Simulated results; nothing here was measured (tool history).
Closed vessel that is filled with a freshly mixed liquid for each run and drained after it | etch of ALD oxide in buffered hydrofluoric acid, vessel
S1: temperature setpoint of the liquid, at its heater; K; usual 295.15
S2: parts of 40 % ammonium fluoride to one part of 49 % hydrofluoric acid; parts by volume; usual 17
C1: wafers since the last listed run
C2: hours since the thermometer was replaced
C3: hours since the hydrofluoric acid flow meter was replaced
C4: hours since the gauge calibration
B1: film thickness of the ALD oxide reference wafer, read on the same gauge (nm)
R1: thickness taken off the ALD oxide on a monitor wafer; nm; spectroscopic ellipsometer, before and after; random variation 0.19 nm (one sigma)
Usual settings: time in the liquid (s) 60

run 1 hour=0 | S1=292.15 S2=17 time_in_the_liquid_(s)=60 | C1=0 C2=2088.2 C3=2057.4 C4=233 | B1=150.01 | R1=31.9
run 2 hour=15.4 | S1=295.15 S2=17 time_in_the_liquid_(s)=60 | C1=1421 C2=2103.6 C3=2072.8 C4=248.4 | B1=150 | R1=37.53
run 3 hour=23 | S1=295.15 S2=17 time_in_the_liquid_(s)=60 | C1=701 C2=2111.2 C3=2080.4 C4=256 | B1=150.03 | R1=37.68
run 4 hour=34.3 | S1=295.15 S2=17 time_in_the_liquid_(s)=60 | C1=1043 C2=2122.5 C3=2091.7 C4=267.3 | B1=149.98 | R1=37.55
run 5 hour=48.6 | S1=298.65 S2=17 time_in_the_liquid_(s)=50 | C1=1320 C2=2136.8 C3=2106 C4=281.6 | B1=149.98 | R1=38.14
run 6 hour=64.2 | S1=291.65 S2=19.5 time_in_the_liquid_(s)=60 | C1=1440 C2=2152.4 C3=2121.6 C4=297.2 | B1=149.99 | R1=28.08
run 7 hour=79.6 | S1=291.65 S2=19.5 time_in_the_liquid_(s)=60 | C1=1421 C2=2167.8 C3=2137 C4=312.6 | B1=149.99 | R1=28.04
run 8 hour=96.4 | S1=291.65 S2=19.5 time_in_the_liquid_(s)=60 | C1=1550 C2=2184.6 C3=2153.8 C4=329.4 | B1=149.99 | R1=27.95
run 9 hour=108.3 | S1=295.15 S2=17 time_in_the_liquid_(s)=50 | C1=1098 C2=2196.5 C3=2165.7 C4=341.3 | B1=150.01 | R1=31.42
-- hour=115 gauge calibrated
run 10 hour=120.3 | S1=295.15 S2=17 time_in_the_liquid_(s)=50 | C1=1107 C2=2208.5 C3=2177.7 C4=5.3 | B1=150 | R1=31.11
run 11 hour=127.7 | S1=295.15 S2=17 time_in_the_liquid_(s)=50 | C1=683 C2=2215.9 C3=2185.1 C4=12.7 | B1=149.99 | R1=31.35
run 12 hour=141.3 | S1=293.65 S2=17 time_in_the_liquid_(s)=60 | C1=1255 C2=2229.5 C3=2198.7 C4=26.3 | B1=150 | R1=34.43
run 13 hour=150.8 | S1=295.15 S2=17 time_in_the_liquid_(s)=60 | C1=877 C2=2239 C3=2208.2 C4=35.8 | B1=150 | R1=37.58
-- hour=182.6 thermometer replaced
run 14 hour=203.8 | S1=293.15 S2=17 time_in_the_liquid_(s)=60 | C1=4800 C2=21.2 C3=2261.2 C4=88.8 | B1=150.02 | R1=33.58
run 15 hour=226.1 | S1=295.15 S2=13 time_in_the_liquid_(s)=60 | C1=2058 C2=43.5 C3=2283.5 C4=111.1 | B1=150 | R1=48.46
run 16 hour=240.4 | S1=299.65 S2=21.5 time_in_the_liquid_(s)=40 | C1=1320 C2=57.8 C3=2297.8 C4=125.4 | B1=149.99 | R1=26.95
run 17 hour=256.7 | S1=295.15 S2=24 time_in_the_liquid_(s)=30 | C1=1504 C2=74.1 C3=2314.1 C4=141.7 | B1=149.99 | R1=14.64
-- hour=263.5 hydrofluoric acid flow meter replaced
run 18 hour=266.3 | S1=296.65 S2=17 time_in_the_liquid_(s)=60 | C1=793 C2=83.7 C3=2.8 C4=151.3 | B1=149.98 | R1=45.52
run 19 hour=276.3 | S1=295.15 S2=22 time_in_the_liquid_(s)=30 | C1=923 C2=93.7 C3=12.8 C4=161.3 | B1=150.01 | R1=16.83
run 20 hour=286.3 | S1=295.15 S2=17 time_in_the_liquid_(s)=60 | C1=923 C2=103.7 C3=22.8 C4=171.3 | B1=150 | R1=42.16
run 21 hour=307.1 | S1=299.65 S2=17 time_in_the_liquid_(s)=60 | C1=1920 C2=124.5 C3=43.6 C4=192.1 | B1=150.01 | R1=53.19
run 22 hour=313.5 | S1=295.15 S2=22.5 time_in_the_liquid_(s)=60 | C1=590 C2=130.9 C3=50 C4=198.5 | B1=149.99 | R1=33.3
run 23 hour=330.2 | S1=295.15 S2=13.5 time_in_the_liquid_(s)=60 | C1=1541 C2=147.6 C3=66.7 C4=215.2 | B1=150.01 | R1=52.51

4 ways to go on from here, each from the tool as it stands after run 23. What would each give?
run A hour=330.9 | S1=295.15 S2=21 time_in_the_liquid_(s)=60 | C1=64 C2=148.3 C3=67.4 C4=215.9 | B1=? | R1=?
run B hour=330.9 | S1=295.15 S2=17 time_in_the_liquid_(s)=45 | C1=64 C2=148.3 C3=67.4 C4=215.9 | B1=? | R1=?
run C hour=330.9 | S1=297.65 S2=15 time_in_the_liquid_(s)=30 | C1=64 C2=148.3 C3=67.4 C4=215.9 | B1=? | R1=?
run D hour=330.9 | S1=291.65 S2=23.5 time_in_the_liquid_(s)=30 | C1=64 C2=148.3 C3=67.4 C4=215.9 | B1=? | R1=?

run=A B1=149.99 R1=34.69
run=B B1=149.99 R1=31.3
run=C B1=149.99 R1=27.07
run=D B1=149.99 R1=13.19
Without the tool's hidden state the same runs would have given:
run=A R1=35.43
run=B R1=32.26
run=C R1=27.91
run=D R1=13.47
